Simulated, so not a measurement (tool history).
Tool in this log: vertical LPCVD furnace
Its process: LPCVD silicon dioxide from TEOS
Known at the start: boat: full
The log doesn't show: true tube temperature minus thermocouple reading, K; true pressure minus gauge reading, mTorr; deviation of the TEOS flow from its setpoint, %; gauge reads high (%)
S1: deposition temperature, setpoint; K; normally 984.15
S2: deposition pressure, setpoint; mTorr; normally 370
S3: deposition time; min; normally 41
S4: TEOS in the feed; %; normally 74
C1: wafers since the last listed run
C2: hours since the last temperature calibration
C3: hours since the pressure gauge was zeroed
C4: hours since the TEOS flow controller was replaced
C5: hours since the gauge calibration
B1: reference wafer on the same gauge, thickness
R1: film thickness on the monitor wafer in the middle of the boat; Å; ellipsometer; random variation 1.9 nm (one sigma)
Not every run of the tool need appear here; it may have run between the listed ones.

| run | hour | S1 | S2 | S3 | S4 | C1 | C2 | C3 | C4 | C5 | B1 | R1 |
|---|---|---|---|---|---|---|---|---|---|---|---|---|
| 1 | 0 | 984.15 | 370 | 41 | 74 | 0 | 1694.1 | 4094.1 | 4583.5 | 49.1 | 401.3 | 4433.1 |
| 2 | 39.7 | 984.15 | 370 | 41 | 74 | 779 | 1733.8 | 4133.8 | 4623.2 | 88.8 | 402.05 | 4445.9 |
| 3 | 78.2 | 984.15 | 370 | 41 | 74 | 755 | 1772.3 | 4172.3 | 4661.7 | 127.3 | 402.4 | 4433.6 |
| 4 | 123.6 | 984.15 | 370 | 41 | 74 | 891 | 1817.7 | 4217.7 | 4707.1 | 172.7 | 401.99 | 4439.3 |
| 5 | 179.4 | 984.15 | 370 | 41 | 74 | 1095 | 1873.5 | 4273.5 | 4762.9 | 228.5 | 401.97 | 4453.7 |
| 6 | 230 | 990.15 | 370 | 41 | 74 | 993 | 1924.1 | 4324.1 | 4813.5 | 279.1 | 402.6 | 5098.5 |
| 7 | 292 | 990.15 | 370 | 41 | 74 | 1217 | 1986.1 | 4386.1 | 4875.5 | 341.1 | 403.17 | 5103.5 |
|  | 329.3 | TEOS flow controller replaced |
| 8 | 343.8 | 990.15 | 370 | 41 | 74 | 545 | 2037.9 | 4437.9 | 14.5 | 392.9 | 403.59 | 5107.5 |
| 9 | 378.8 | 984.15 | 370 | 41 | 74 | 687 | 2072.9 | 4472.9 | 49.5 | 427.9 | 403.79 | 4450.8 |
| 10 | 420.8 | 984.15 | 370 | 41 | 74 | 824 | 2114.9 | 4514.9 | 91.5 | 469.9 | 404.77 | 4496.4 |
|  | 459.8 | pressure gauge zeroed |
| 11 | 471.1 | 984.15 | 370 | 41 | 74 | 516 | 2165.2 | 11.3 | 141.8 | 520.2 | 405.01 | 4476.2 |
| 12 | 504.6 | 973.15 | 370 | 41 | 65 | 657 | 2198.7 | 44.8 | 175.3 | 553.7 | 405.18 | 3259.6 |
| 13 | 560.3 | 984.15 | 370 | 41 | 74 | 1093 | 2254.4 | 100.5 | 231 | 609.4 | 406.64 | 4531.5 |
| 14 | 592.3 | 984.15 | 370 | 41 | 74 | 628 | 2286.4 | 132.5 | 263 | 641.4 | 406.96 | 4521.7 |
| 15 | 627.4 | 984.15 | 370 | 57 | 84 | 689 | 2321.5 | 167.6 | 298.1 | 676.5 | 407.33 | 6676.7 |
| 16 | 694.7 | 987.15 | 280 | 54.5 | 78 | 1321 | 2388.8 | 234.9 | 365.4 | 743.8 | 409.05 | 5779.8 |
|  | 706.6 | gauge calibrated |
| 17 | 723.5 | 990.15 | 370 | 55 | 74 | 565 | 2417.6 | 263.7 | 394.2 | 16.9 | 400.18 | 6800.3 |
|  | 762.3 | thermocouples replaced and temperature profile calibrated |
| 18 | 762.8 | 984.15 | 370 | 41 | 74 | 300 | 0.5 | 303 | 433.5 | 56.2 | 400.05 | 4463.3 |
| 19 | 792 | 984.15 | 370 | 31.5 | 74 | 573 | 29.7 | 332.2 | 462.7 | 85.4 | 400.09 | 3406.5 |
| 20 | 840.7 | 984.15 | 335 | 41 | 81 | 956 | 78.4 | 380.9 | 511.4 | 134.1 | 400.47 | 4400.3 |
| 21 | 899.6 | 984.15 | 370 | 41 | 74 | 1156 | 137.3 | 439.8 | 570.3 | 193 | 399.83 | 4424.5 |
| 22 | 960.6 | 984.15 | 405 | 25 | 84 | 1197 | 198.3 | 500.8 | 631.3 | 254 | 400.93 | 3021.3 |

List, for all runs, the conditions of the tool that the log does not record:
true tube temperature minus thermocouple reading, K: 0 at every run
true pressure minus gauge reading, mTorr: 0 at every run
deviation of the TEOS flow from its setpoint, %: 0 at every run
H1: gauge reads high (%)
| run | H1 |
|---|---|
| 1 | 0.348 |
| 2 | 0.367 |
| 3 | 0.395 |
| 4 | 0.441 |
| 5 | 0.517 |
| 6 | 0.604 |
| 7 | 0.734 |
| 8 | 0.863 |
| 9 | 0.96 |
| 10 | 1.09 |
| 11 | 1.26 |
| 12 | 1.38 |
| 13 | 1.6 |
| 14 | 1.73 |
| 15 | 1.89 |
| 16 | 2.21 |
| 17 | 0.0368 |
| 18 | 0.0465 |
| 19 | 0.0606 |
| 20 | 0.0968 |
| 21 | 0.162 |
| 22 | 0.254 |

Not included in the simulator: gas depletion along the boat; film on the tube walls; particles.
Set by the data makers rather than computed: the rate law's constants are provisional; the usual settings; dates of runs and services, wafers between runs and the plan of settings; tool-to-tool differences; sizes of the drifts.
